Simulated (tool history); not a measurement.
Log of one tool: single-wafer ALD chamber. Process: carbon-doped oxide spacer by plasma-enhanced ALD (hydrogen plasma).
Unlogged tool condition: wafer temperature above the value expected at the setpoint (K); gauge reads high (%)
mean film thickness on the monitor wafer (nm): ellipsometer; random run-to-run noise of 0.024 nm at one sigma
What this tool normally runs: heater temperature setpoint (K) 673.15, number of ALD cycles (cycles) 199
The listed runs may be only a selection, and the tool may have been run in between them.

run    hour  heater temperature setpoint (K)  number of ALD cycles (cycles)  wafers since the last listed run  hours since the last thermocouple change  hours since the gauge calibration  read-back reference wafer on the same gauge, thickness_nm  mean film thickness on the monitor wafer (nm)
  1     0.0                           683.15                            221                                 0                                    1148.9                              435.0                                                     10.680                                          9.870
  2    43.1                           683.15                            221                                86                                    1192.0                              478.1                                                     10.678                                          9.809
  3    95.9                           683.15                            221                               105                                    1244.8                              530.9                                                     10.692                                          9.786
  4   183.3                           673.15                            199                               175                                    1332.2                              618.3                                                     10.667                                          9.043
  5   273.5                           673.15                            199                               180                                    1422.4                              708.5                                                     10.691                                          9.068
  6   337.9                           673.15                            199                               129                                    1486.8                              772.9                                                     10.672                                          9.007
  7   411.9                           673.15                            199                               148                                    1560.8                              846.9                                                     10.681                                          8.995
  8   483.0                           673.15                            188                               142                                    1631.9                              918.0                                                     10.674                                          8.514
      487.4  -- gauge calibrated
  9   577.8                           673.15                            186                               190                                    1726.7                               90.4                                                     10.680                                          8.383
      587.2  -- thermocouple changed; heater temperature recalibrated
 10   855.2                           673.15                            199                               540                                     268.0                              367.8                                                     10.686                                          9.183
 11   925.2                           666.15                            226                               140                                     338.0                              437.8                                                     10.684                                         10.445
 12   964.8                           678.15                            175                                79                                     377.6                              477.4                                                     10.681                                          7.984
 13  1065.0                           659.15                            220                               200                                     477.8                              577.6                                                     10.677                                         10.206
 14  1137.6                           687.15                            199                               145                                     550.4                              650.2                                                     10.677                                          8.841

What does the tool deliver on the next run?
 15  1186.1                           673.15                            211                                97                                     598.9                              698.7                                                          ?                                              ?

read-back reference wafer on the same gauge, thickness_nm: 10.684
mean film thickness on the monitor wafer (nm): 9.713
If the tool had no hidden condition, the same run with the same run-to-run variation would have returned mean film thickness on the monitor wafer (nm) 9.743.
